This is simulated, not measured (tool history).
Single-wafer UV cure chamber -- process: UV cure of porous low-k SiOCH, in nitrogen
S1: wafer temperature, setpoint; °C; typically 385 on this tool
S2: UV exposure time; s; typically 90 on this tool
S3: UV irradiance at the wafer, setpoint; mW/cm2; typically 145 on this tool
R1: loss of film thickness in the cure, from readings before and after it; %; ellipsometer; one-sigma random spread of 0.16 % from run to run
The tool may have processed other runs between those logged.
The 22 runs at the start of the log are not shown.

At hour 1155.7: quartz window cleaned.
Run 23, hour 1209.3: usual settings but S1 378 °C, S2 40 s. Result: R1 5.709 %.
Run 24, hour 1274.4: usual settings but S1 375 °C, S3 161 mW/cm2. Result: R1 9.396 %.
Run 25, hour 1313.0: usual settings. Result: R1 9.161 %.
At hour 1374.1: UV bulbs replaced.
Run 26, hour 1374.6: usual settings but S1 404 °C. Result: R1 9.839 %.
Run 27, hour 1403.3: usual settings but S1 394 °C, S2 130 s, S3 130 mW/cm2. Result: R1 11.270 %.
Run 28, hour 1465.2: usual settings but S1 369 °C. Result: R1 9.461 %.
At hour 1554.9: quartz window cleaned.
Run 29, hour 1673.6: usual settings but S1 400 °C, S3 165 mW/cm2. Result: R1 10.662 %.
Run 30, hour 1810.5: usual settings but S1 372 °C, S3 107 mW/cm2. Result: R1 8.049 %.
Run 31, hour 1835.9: usual settings but S1 375 °C, S2 130 s. Result: R1 11.262 %.
Run 32, hour 1866.6: usual settings but S1 375 °C. Result: R1 9.551 %.
Run 33, hour 1921.3: usual settings but S2 50 s. Result: R1 6.960 %.
Run 34, hour 1976.7: usual settings but S1 375 °C, S2 140 s. Result: R1 11.565 %.
At hour 1997.5: quartz window cleaned.
Run 35, hour 2016.0: usual settings. Result: R1 9.852 %.
Run 36, hour 2060.9: usual settings but S2 40 s. Result: R1 6.066 %.
Run 37, hour 2178.8: usual settings but S2 125 s, S3 133 mW/cm2. Result: R1 10.514 %.
Run 38, hour 2249.2: usual settings but S1 404 °C, S2 125 s, S3 112 mW/cm2. Result: R1 10.092 %.

What if the next run were any one of these 5? Each begins from the tool's condition after run 38:
Run A, hour 2249.6: usual settings. Result: R1 ?.
Run B, hour 2249.6: usual settings but S3 106 mW/cm2. Result: R1 ?.
Run C, hour 2249.6: usual settings but S3 117 mW/cm2. Result: R1 ?.
Run D, hour 2249.6: usual settings but S1 366 °C, S3 122 mW/cm2. Result: R1 ?.
Run E, hour 2249.6: usual settings but S1 368 °C, S2 140 s, S3 173 mW/cm2. Result: R1 ?.

run      R1
  A   9.622
  B   8.212
  C   8.652
  D   8.487
  E  12.192
With no hidden state in the tool, these same runs would have given:
run      R1
  A   9.845
  B   8.428
  C   8.870
  D   8.705
  E  12.427

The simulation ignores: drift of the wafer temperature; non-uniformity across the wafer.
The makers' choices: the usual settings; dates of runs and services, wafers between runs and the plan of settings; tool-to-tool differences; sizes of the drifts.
